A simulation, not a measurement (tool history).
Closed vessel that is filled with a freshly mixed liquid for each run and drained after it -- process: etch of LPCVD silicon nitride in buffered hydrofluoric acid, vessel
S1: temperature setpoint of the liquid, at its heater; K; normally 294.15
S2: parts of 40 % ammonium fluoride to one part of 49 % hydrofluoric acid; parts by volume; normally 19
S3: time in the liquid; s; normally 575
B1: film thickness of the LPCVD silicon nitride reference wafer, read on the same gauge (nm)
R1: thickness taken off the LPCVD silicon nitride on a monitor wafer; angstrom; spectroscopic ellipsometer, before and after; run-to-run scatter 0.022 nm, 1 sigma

| run | hour | S1 | S2 | S3 | B1 | R1 |
|---|---|---|---|---|---|---|
| 1 | 0 | 294.15 | 19 | 575 | 139.975 | 34.49 |
| 2 | 67.8 | 294.15 | 19 | 575 | 140.024 | 34.66 |
| 3 | 168.1 | 294.15 | 19 | 575 | 140.005 | 35.04 |
|  | 183.5 | gauge calibrated |
|  | 343.9 | hydrofluoric acid flow meter replaced |
| 4 | 374.7 | 294.15 | 19 | 575 | 139.952 | 34.78 |
| 5 | 429.2 | 294.15 | 19 | 575 | 140.008 | 35 |
| 6 | 509.7 | 294.15 | 19 | 575 | 140.015 | 34.89 |
| 7 | 564.9 | 294.15 | 19 | 575 | 140.009 | 34.98 |
| 8 | 607 | 294.15 | 19 | 575 | 140.008 | 34.67 |
| 9 | 679.5 | 294.15 | 19 | 575 | 140.028 | 35.17 |
| 10 | 720.3 | 294.15 | 19 | 575 | 139.999 | 34.75 |
| 11 | 800.7 | 298.65 | 22.5 | 320 | 140.018 | 21.74 |
| 12 | 966.6 | 294.15 | 22 | 370 | 139.994 | 20.17 |
| 13 | 1038.2 | 297.15 | 26.5 | 355 | 140.013 | 19.94 |
| 14 | 1139.6 | 292.65 | 13.5 | 465 | 140.029 | 36.16 |
|  | 1175.9 | hydrofluoric acid flow meter replaced |
| 15 | 1220.5 | 298.65 | 19 | 850 | 140.013 | 66.06 |
| 16 | 1291.4 | 294.15 | 19 | 575 | 139.995 | 35.02 |
| 17 | 1346.8 | 294.15 | 19 | 575 | 139.971 | 34.88 |
| 18 | 1398.5 | 292.15 | 19 | 240 | 140.004 | 12.95 |
|  | 1440.3 | thermometer replaced |
| 19 | 1442.9 | 298.65 | 14.5 | 485 | 139.958 | 49.27 |
| 20 | 1528.8 | 294.15 | 26 | 310 | 139.978 | 14.94 |
| 21 | 1629.1 | 291.15 | 17 | 320 | 139.966 | 18.37 |
| 22 | 1695.7 | 294.15 | 21.5 | 575 | 139.973 | 32.01 |
| 23 | 1772.3 | 297.15 | 21.5 | 270 | 140.015 | 17.66 |
| 24 | 1874.9 | 290.65 | 25 | 575 | 139.99 | 23.29 |
| 25 | 1952.2 | 294.15 | 24.5 | 575 | 140 | 28.74 |
| 26 | 2018 | 294.15 | 19 | 800 | 140.022 | 48.84 |
| 27 | 2076 | 294.15 | 15.5 | 575 | 140.01 | 42.39 |
|  | 2082.2 | hydrofluoric acid flow meter replaced |
| 28 | 2171.6 | 290.15 | 19 | 575 | 139.987 | 27.89 |
| 29 | 2266.3 | 294.15 | 19 | 575 | 140.025 | 35.06 |
| 30 | 2370.2 | 294.15 | 19 | 575 | 139.959 | 34.88 |
| 31 | 2442 | 295.65 | 11.5 | 240 | 139.984 | 25.78 |

Alternative continuations, all from the tool just after run 31; predict every row:
| A | 2442.8 | 294.15 | 19 | 575 | ? | ? |
| B | 2442.8 | 294.15 | 22.5 | 355 | ? | ? |
| C | 2442.8 | 292.65 | 19 | 320 | ? | ? |
| D | 2442.8 | 294.15 | 24.5 | 245 | ? | ? |
| E | 2442.8 | 290.15 | 22.5 | 575 | ? | ? |

| run | B1 | R1 |
|---|---|---|
| A | 139.98 | 34.9 |
| B | 139.98 | 18.88 |
| C | 139.98 | 17.86 |
| D | 139.98 | 12.29 |
| E | 139.98 | 24.39 |
What these runs would have given with no unlogged condition in the tool:
| run | R1 |
|---|---|
| A | 34.9 |
| B | 18.88 |
| C | 17.86 |
| D | 12.29 |
| E | 24.39 |
